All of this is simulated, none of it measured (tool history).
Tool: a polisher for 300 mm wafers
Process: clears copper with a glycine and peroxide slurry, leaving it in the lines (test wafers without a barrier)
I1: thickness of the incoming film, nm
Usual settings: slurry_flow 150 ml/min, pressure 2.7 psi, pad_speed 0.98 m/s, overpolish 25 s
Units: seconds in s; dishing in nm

Run 1, hour 0.0: usual settings; I1 584.6. Result: seconds 116.2 s, dishing 78.0 nm.
Run 2, hour 106.9: usual settings; I1 585.5. Result: seconds 119.0 s, dishing 77.5 nm.
Run 3, hour 156.5: usual settings; I1 579.4. Result: seconds 118.8 s, dishing 77.4 nm.
At hour 198.1: worn pad replaced by a new one.
Run 4, hour 211.9: usual settings; I1 594.5. Result: seconds 123.1 s, dishing 74.5 nm.
At hour 258.4: slurry nozzle cleaned.
Run 5, hour 271.2: usual settings; I1 596.9. Result: seconds 109.2 s, dishing 75.6 nm.
Run 6, hour 357.7: usual settings but pad_speed 1.24 m/s, overpolish 33 s; I1 582.7. Result: seconds 92.3 s, dishing 102.6 nm.
Run 7, hour 431.2: usual settings but pad_speed 1.24 m/s, overpolish 33 s; I1 590.3. Result: seconds 95.3 s, dishing 97.3 nm.
At hour 466.8: worn pad replaced by a new one.
Run 8, hour 484.2: usual settings but pad_speed 1.24 m/s, overpolish 33 s; I1 598.7. Result: seconds 97.0 s, dishing 99.7 nm.
Run 9, hour 525.2: usual settings but pressure 2.4 psi; I1 576.9. Result: seconds 118.0 s, dishing 77.1 nm.
Run 10, hour 630.9: usual settings but slurry_flow 115 ml/min, overpolish 15 s; I1 592.1. Result: seconds 119.5 s, dishing 52.8 nm.
At hour 698.3: worn pad replaced by a new one.
Run 11, hour 713.8: usual settings but slurry_flow 110 ml/min, pressure 2.4 psi, pad_speed 1.30 m/s, overpolish 18 s; I1 596.4. Result: seconds 113.2 s, dishing 62.5 nm.
Run 12, hour 766.9: usual settings but slurry_flow 175 ml/min, pressure 2.3 psi, pad_speed 0.66 m/s, overpolish 13 s; I1 589.2. Result: seconds 150.6 s, dishing 37.3 nm.
Run 13, hour 809.7: usual settings; I1 587.4. Result: seconds 114.6 s, dishing 74.3 nm.
At hour 856.1: head pressure recalibrated.
Run 14, hour 911.3: usual settings but pressure 2.1 psi, pad_speed 0.74 m/s; I1 579.6. Result: seconds 161.9 s, dishing 58.0 nm.

Forecast run 15:
Run 15, hour 964.2: usual settings but pressure 3.4 psi, overpolish 33 s; I1 592.5. Result: seconds ?, dishing ?.

seconds: 100.0 s
dishing: 98.4 nm
Without the tool's hidden state the same run would have given seconds 90.1 s, dishing 103.9 nm.
